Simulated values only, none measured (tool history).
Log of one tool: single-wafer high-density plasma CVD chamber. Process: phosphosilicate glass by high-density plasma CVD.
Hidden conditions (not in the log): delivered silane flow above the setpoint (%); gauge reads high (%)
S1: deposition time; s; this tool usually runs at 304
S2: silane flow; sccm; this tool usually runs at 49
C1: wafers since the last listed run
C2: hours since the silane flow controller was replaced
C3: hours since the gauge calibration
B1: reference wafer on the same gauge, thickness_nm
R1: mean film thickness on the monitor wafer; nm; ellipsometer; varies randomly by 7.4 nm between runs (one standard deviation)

run	hour	S1	S2	C1	C2	C3	B1	R1
1	0	304	49	0	3161.7	600.8	1982.198	1666.407
2	36.8	304	49	299	3198.5	637.6	1983.328	1667.016
3	106.3	304	49	565	3268	707.1	1985.312	1677.307
4	132.8	324	54	215	3294.5	733.6	1990.186	1962.713
5	204.7	324	54	584	3366.4	805.5	1992.435	1960.939
6	237.2	304	56	264	3398.9	838	1993.421	1924.697
7	277.8	304	56	330	3439.5	878.6	1996.143	1921.356
8	302.2	304	49	198	3463.9	903	2000.543	1701.095
9	352.8	304	49	411	3514.5	953.6	2001.61	1693.615
10	411.7	304	49	478	3573.4	1012.5	2007.465	1686.701
11	453.1	267	43	336	3614.8	1053.9	2011.357	1313.407
12	485.8	304	45	265	3647.5	1086.6	2015.626	1556.965
13	523.6	304	45	307	3685.3	1124.4	2017.584	1561.544
14	557.7	304	49	277	3719.4	1158.5	2021.197	1703.461
15	600.1	304	49	344	3761.8	1200.9	2022.876	1721.555
16	647.5	346	53	385	3809.2	1248.3	2021.694	2097.17
17	688.8	304	49	335	3850.5	1289.6	2027.974	1710.721
# hour 715.9: gauge calibrated
18	737.8	351	57	398	3899.5	21.9	1932.467	2193.936
19	804.2	304	49	539	3965.9	88.3	1939.632	1640.135
# hour 836.1: silane flow controller replaced
20	836.6	350	55	198	0.5	120.7	1939.494	2125.545
21	875.7	274	49	317	39.6	159.8	1946.242	1479.399
22	935.9	283	49	489	99.8	220	1946.811	1536.683
23	1117.5	278	49	1476	281.4	401.6	1961.075	1509.843

The next listed run, before its measurement:
24	1184.2	267	43	542	348.1	468.3	?	?

B1: 1967.176
R1: 1280.988 nm
If the tool had no hidden condition, the same run with the same run-to-run variation would have returned R1 1271.577 nm.

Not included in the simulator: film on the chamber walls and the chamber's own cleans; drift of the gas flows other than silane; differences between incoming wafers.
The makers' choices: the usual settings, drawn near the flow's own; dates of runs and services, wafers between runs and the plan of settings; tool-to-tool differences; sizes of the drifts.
